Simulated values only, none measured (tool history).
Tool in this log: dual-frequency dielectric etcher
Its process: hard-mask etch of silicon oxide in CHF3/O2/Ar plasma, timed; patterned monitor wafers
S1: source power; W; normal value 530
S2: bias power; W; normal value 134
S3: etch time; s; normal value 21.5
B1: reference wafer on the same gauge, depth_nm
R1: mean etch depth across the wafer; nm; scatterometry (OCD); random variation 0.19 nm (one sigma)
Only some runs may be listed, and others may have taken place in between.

run	hour	S1	S2	S3	B1	R1
1	0	530	134	21.5	41.58	40.18
2	29.2	530	134	23	41.61	42.44
3	119.5	530	134	23	41.6	42.07
4	154.6	530	134	23	41.63	42.44
5	169.8	490	134	21.5	41.62	38.08
6	198.3	530	134	18.5	41.62	34.15
7	216.2	530	134	18.5	41.57	33.74
# hour 236.3: gauge calibrated
8	242.8	440	134	21.5	41.62	35.48
9	277.1	530	134	21.5	41.58	39.56
10	290.4	530	134	21.5	41.57	39.04
11	319.4	530	134	21.5	41.64	39.26
12	348.9	530	134	21.5	41.63	39.06
13	372.7	530	134	21.5	41.64	38.59
14	391	530	134	21.5	41.61	39
# hour 416.3: upper electrode replaced
15	416.8	630	117	21.5	41.54	40.87
16	431.3	530	134	21.5	41.55	39.01
# hour 474.7: bias power generator calibrated
# hour 491.6: source power generator calibrated
# hour 494.5: wet clean of the chamber
17	495	530	115	21.5	41.59	38.61
18	495.3	530	134	21.5	41.61	39.81
19	505.5	530	134	17	41.54	31.76
20	540.2	440	103	21.5	41.59	34.02
21	576	530	134	16.5	41.6	30.4
22	596	460	134	21.5	41.62	37.11
23	611.6	630	115	25	41.56	48.25
24	642.6	530	134	23.5	41.61	43.48
25	662.9	460	166	26.5	41.66	48.2
26	696.4	470	134	21.5	41.64	37.23

Predict each of these 5 candidate next runs independently; none follows another, all start after run 26:
A	696.8	530	103	21.5	?	?
B	696.8	480	160	25.5	?	?
C	696.8	530	109	26	?	?
D	696.8	570	134	18	?	?
E	696.8	570	111	21.5	?	?

run	B1	R1
A	41.53	36.92
B	41.53	46.67
C	41.53	45.27
D	41.53	34.28
E	41.53	39.03
What these runs would have given with no unlogged condition in the tool:
run	R1
A	37.28
B	47.13
C	45.71
D	34.61
E	39.41
